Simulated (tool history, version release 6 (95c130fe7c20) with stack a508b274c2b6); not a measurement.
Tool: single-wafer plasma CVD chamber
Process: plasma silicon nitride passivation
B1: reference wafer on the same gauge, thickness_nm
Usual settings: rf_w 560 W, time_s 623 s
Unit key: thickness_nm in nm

run 1 day=0.000 | rf_w=560 time_s=623 | B1=832.425 | thickness_nm=955.105
run 2 day=0.908 | rf_w=560 time_s=623 | B1=833.379 | thickness_nm=948.900
run 3 day=1.696 | rf_w=625 time_s=623 | B1=832.513 | thickness_nm=1002.251
run 4 day=2.429 | rf_w=625 time_s=623 | B1=833.051 | thickness_nm=1004.141
run 5 day=3.696 | rf_w=625 time_s=623 | B1=833.104 | thickness_nm=1001.459
-- day=3.896 gauge calibrated
run 6 day=4.338 | rf_w=560 time_s=568 | B1=832.842 | thickness_nm=866.280
run 7 day=5.721 | rf_w=560 time_s=568 | B1=834.045 | thickness_nm=867.243
run 8 day=6.367 | rf_w=560 time_s=568 | B1=833.863 | thickness_nm=863.228
run 9 day=7.329 | rf_w=560 time_s=663 | B1=833.286 | thickness_nm=1010.318
run 10 day=8.592 | rf_w=465 time_s=623 | B1=833.407 | thickness_nm=857.988

Run 11 has not been measured yet. What should we expect?
run 11 day=10.712 | rf_w=495 time_s=686 | B1=? | thickness_nm=?

B1: 832.004
thickness_nm: 974.957 nm
On a tool with no hidden condition, and with the same random variation, this run would have come out at thickness_nm 1012.730 nm.

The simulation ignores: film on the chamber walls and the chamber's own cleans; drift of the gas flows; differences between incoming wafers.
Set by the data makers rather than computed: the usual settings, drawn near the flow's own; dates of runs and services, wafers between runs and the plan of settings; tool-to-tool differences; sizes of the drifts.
